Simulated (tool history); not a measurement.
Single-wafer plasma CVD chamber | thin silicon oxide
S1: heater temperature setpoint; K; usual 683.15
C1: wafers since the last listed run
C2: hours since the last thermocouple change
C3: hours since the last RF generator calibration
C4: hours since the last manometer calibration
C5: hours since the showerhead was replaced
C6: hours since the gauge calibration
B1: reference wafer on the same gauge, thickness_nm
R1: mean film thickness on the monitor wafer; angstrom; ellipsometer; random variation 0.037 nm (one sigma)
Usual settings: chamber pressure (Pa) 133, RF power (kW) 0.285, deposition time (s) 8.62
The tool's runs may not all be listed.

{"run": 1, "hour": 0.0, "S1": 683.15, "chamber pressure (Pa)": 133, "RF power (kW)": 0.285, "deposition time (s)": 8.62, "C1": 0, "C2": 2173, "C3": 1525.4, "C4": 1744.3, "C5": 6750.9, "C6": 386.1, "B1": 18.574, "R1": 164.62}
{"run": 2, "hour": 24.1, "S1": 683.15, "chamber pressure (Pa)": 133, "RF power (kW)": 0.285, "deposition time (s)": 8.62, "C1": 1211, "C2": 2197.1, "C3": 1549.5, "C4": 1768.4, "C5": 6775, "C6": 410.2, "B1": 18.602, "R1": 164.71}
{"run": 3, "hour": 43.4, "S1": 683.15, "chamber pressure (Pa)": 133, "RF power (kW)": 0.285, "deposition time (s)": 8.62, "C1": 970, "C2": 2216.4, "C3": 1568.8, "C4": 1787.7, "C5": 6794.3, "C6": 429.5, "B1": 18.596, "R1": 164.81}
{"hour": 54.1, "done": "gauge calibrated"}
{"run": 4, "hour": 72.8, "S1": 683.15, "chamber pressure (Pa)": 133, "RF power (kW)": 0.285, "deposition time (s)": 8.62, "C1": 1477, "C2": 2245.8, "C3": 1598.2, "C4": 1817.1, "C5": 6823.7, "C6": 18.7, "B1": 18.609, "R1": 164.87}
{"run": 5, "hour": 88.5, "S1": 683.15, "chamber pressure (Pa)": 133, "RF power (kW)": 0.285, "deposition time (s)": 8.62, "C1": 789, "C2": 2261.5, "C3": 1613.9, "C4": 1832.8, "C5": 6839.4, "C6": 34.4, "B1": 18.595, "R1": 164.79}
{"run": 6, "hour": 131.1, "S1": 683.15, "chamber pressure (Pa)": 133, "RF power (kW)": 0.285, "deposition time (s)": 9.99, "C1": 2141, "C2": 2304.1, "C3": 1656.5, "C4": 1875.4, "C5": 6882, "C6": 77, "B1": 18.598, "R1": 190.52}
{"run": 7, "hour": 190.5, "S1": 683.15, "chamber pressure (Pa)": 133, "RF power (kW)": 0.285, "deposition time (s)": 9.99, "C1": 2985, "C2": 2363.5, "C3": 1715.9, "C4": 1934.8, "C5": 6941.4, "C6": 136.4, "B1": 18.618, "R1": 191.49}
{"run": 8, "hour": 206.4, "S1": 683.15, "chamber pressure (Pa)": 119, "RF power (kW)": 0.285, "deposition time (s)": 8.62, "C1": 799, "C2": 2379.4, "C3": 1731.8, "C4": 1950.7, "C5": 6957.3, "C6": 152.3, "B1": 18.597, "R1": 153.09}
{"run": 9, "hour": 241.1, "S1": 683.15, "chamber pressure (Pa)": 133, "RF power (kW)": 0.285, "deposition time (s)": 9.95, "C1": 1744, "C2": 2414.1, "C3": 1766.5, "C4": 1985.4, "C5": 6992, "C6": 187, "B1": 18.584, "R1": 190.74}
{"run": 10, "hour": 270.8, "S1": 683.15, "chamber pressure (Pa)": 133, "RF power (kW)": 0.285, "deposition time (s)": 9.95, "C1": 1492, "C2": 2443.8, "C3": 1796.2, "C4": 2015.1, "C5": 7021.7, "C6": 216.7, "B1": 18.591, "R1": 190.23}
{"run": 11, "hour": 294.8, "S1": 683.15, "chamber pressure (Pa)": 151, "RF power (kW)": 0.285, "deposition time (s)": 8.62, "C1": 1206, "C2": 2467.8, "C3": 1820.2, "C4": 2039.1, "C5": 7045.7, "C6": 240.7, "B1": 18.6, "R1": 177.46}
{"hour": 308.4, "done": "RF generator calibrated"}
{"hour": 333.2, "done": "thermocouple changed; heater temperature recalibrated"}
{"run": 12, "hour": 333.7, "S1": 683.15, "chamber pressure (Pa)": 133, "RF power (kW)": 0.285, "deposition time (s)": 8.62, "C1": 1151, "C2": 0.5, "C3": 25.3, "C4": 2078, "C5": 7084.6, "C6": 279.6, "B1": 18.603, "R1": 170.37}
{"run": 13, "hour": 361.7, "S1": 683.15, "chamber pressure (Pa)": 133, "RF power (kW)": 0.335, "deposition time (s)": 7.56, "C1": 1407, "C2": 28.5, "C3": 53.3, "C4": 2106, "C5": 7112.6, "C6": 307.6, "B1": 18.597, "R1": 160.76}
{"hour": 462.0, "done": "capacitance manometer re-zeroed and calibrated"}
{"run": 14, "hour": 464.1, "S1": 671.15, "chamber pressure (Pa)": 116, "RF power (kW)": 0.285, "deposition time (s)": 8.62, "C1": 4744, "C2": 130.9, "C3": 155.7, "C4": 2.1, "C5": 7215, "C6": 410, "B1": 18.611, "R1": 147.51}
{"hour": 465.6, "done": "gauge calibrated"}
{"run": 15, "hour": 477.7, "S1": 683.15, "chamber pressure (Pa)": 133, "RF power (kW)": 0.285, "deposition time (s)": 9.95, "C1": 683, "C2": 144.5, "C3": 169.3, "C4": 15.7, "C5": 7228.6, "C6": 12.1, "B1": 18.592, "R1": 186.87}
{"run": 16, "hour": 493.8, "S1": 683.15, "chamber pressure (Pa)": 133, "RF power (kW)": 0.34, "deposition time (s)": 9.42, "C1": 809, "C2": 160.6, "C3": 185.4, "C4": 31.8, "C5": 7244.7, "C6": 28.2, "B1": 18.593, "R1": 191.2}
{"run": 17, "hour": 512.3, "S1": 683.15, "chamber pressure (Pa)": 145, "RF power (kW)": 0.285, "deposition time (s)": 7.51, "C1": 929, "C2": 179.1, "C3": 203.9, "C4": 50.3, "C5": 7263.2, "C6": 46.7, "B1": 18.588, "R1": 148.7}
{"run": 18, "hour": 542.0, "S1": 683.15, "chamber pressure (Pa)": 120, "RF power (kW)": 0.285, "deposition time (s)": 8.62, "C1": 1492, "C2": 208.8, "C3": 233.6, "C4": 80, "C5": 7292.9, "C6": 76.4, "B1": 18.589, "R1": 149.76}
{"hour": 575.0, "done": "showerhead replaced"}
{"run": 19, "hour": 575.5, "S1": 683.15, "chamber pressure (Pa)": 120, "RF power (kW)": 0.285, "deposition time (s)": 8.62, "C1": 1281, "C2": 242.3, "C3": 267.1, "C4": 113.5, "C5": 0.5, "C6": 109.9, "B1": 18.606, "R1": 150.11}
{"run": 20, "hour": 587.4, "S1": 683.15, "chamber pressure (Pa)": 133, "RF power (kW)": 0.285, "deposition time (s)": 8.62, "C1": 598, "C2": 254.2, "C3": 279, "C4": 125.4, "C5": 12.4, "C6": 121.8, "B1": 18.591, "R1": 161.9}
{"run": 21, "hour": 684.8, "S1": 693.15, "chamber pressure (Pa)": 123, "RF power (kW)": 0.285, "deposition time (s)": 7.88, "C1": 4895, "C2": 351.6, "C3": 376.4, "C4": 222.8, "C5": 109.8, "C6": 219.2, "B1": 18.598, "R1": 138.48}
{"run": 22, "hour": 705.4, "S1": 683.15, "chamber pressure (Pa)": 133, "RF power (kW)": 0.285, "deposition time (s)": 8.62, "C1": 1035, "C2": 372.2, "C3": 397, "C4": 243.4, "C5": 130.4, "C6": 239.8, "B1": 18.612, "R1": 162.13}
{"run": 23, "hour": 728.5, "S1": 695.15, "chamber pressure (Pa)": 165, "RF power (kW)": 0.34, "deposition time (s)": 9.59, "C1": 1161, "C2": 395.3, "C3": 420.1, "C4": 266.5, "C5": 153.5, "C6": 262.9, "B1": 18.593, "R1": 219.58}
{"run": 24, "hour": 754.5, "S1": 689.15, "chamber pressure (Pa)": 165, "RF power (kW)": 0.285, "deposition time (s)": 8.62, "C1": 1306, "C2": 421.3, "C3": 446.1, "C4": 292.5, "C5": 179.5, "C6": 288.9, "B1": 18.604, "R1": 184.52}
{"run": 25, "hour": 769.2, "S1": 695.15, "chamber pressure (Pa)": 133, "RF power (kW)": 0.285, "deposition time (s)": 8.62, "C1": 738, "C2": 436, "C3": 460.8, "C4": 307.2, "C5": 194.2, "C6": 303.6, "B1": 18.592, "R1": 160.48}

Forecast each of these 5 alternatives for the next run:
{"run": "A", "hour": 769.6, "S1": 683.15, "chamber pressure (Pa)": 133, "RF power (kW)": 0.285, "deposition time (s)": 8.62, "C1": 20, "C2": 436.4, "C3": 461.2, "C4": 307.6, "C5": 194.6, "C6": 304, "B1": "?", "R1": "?"}
{"run": "B", "hour": 769.6, "S1": 669.15, "chamber pressure (Pa)": 107, "RF power (kW)": 0.335, "deposition time (s)": 8.13, "C1": 20, "C2": 436.4, "C3": 461.2, "C4": 307.6, "C5": 194.6, "C6": 304, "B1": "?", "R1": "?"}
{"run": "C", "hour": 769.6, "S1": 683.15, "chamber pressure (Pa)": 108, "RF power (kW)": 0.285, "deposition time (s)": 9.86, "C1": 20, "C2": 436.4, "C3": 461.2, "C4": 307.6, "C5": 194.6, "C6": 304, "B1": "?", "R1": "?"}
{"run": "D", "hour": 769.6, "S1": 683.15, "chamber pressure (Pa)": 133, "RF power (kW)": 0.32, "deposition time (s)": 8.62, "C1": 20, "C2": 436.4, "C3": 461.2, "C4": 307.6, "C5": 194.6, "C6": 304, "B1": "?", "R1": "?"}
{"run": "E", "hour": 769.6, "S1": 683.15, "chamber pressure (Pa)": 123, "RF power (kW)": 0.235, "deposition time (s)": 8.62, "C1": 20, "C2": 436.4, "C3": 461.2, "C4": 307.6, "C5": 194.6, "C6": 304, "B1": "?", "R1": "?"}

run=A B1=18.612 R1=162.06
run=B B1=18.612 R1=139.87
run=C B1=18.612 R1=158.47
run=D B1=18.612 R1=170.5
run=E B1=18.612 R1=138.92
Without the tool's hidden state the same runs would have given:
run=A R1=162.99
run=B R1=140.79
run=C R1=159.49
run=D R1=171.45
run=E R1=139.87

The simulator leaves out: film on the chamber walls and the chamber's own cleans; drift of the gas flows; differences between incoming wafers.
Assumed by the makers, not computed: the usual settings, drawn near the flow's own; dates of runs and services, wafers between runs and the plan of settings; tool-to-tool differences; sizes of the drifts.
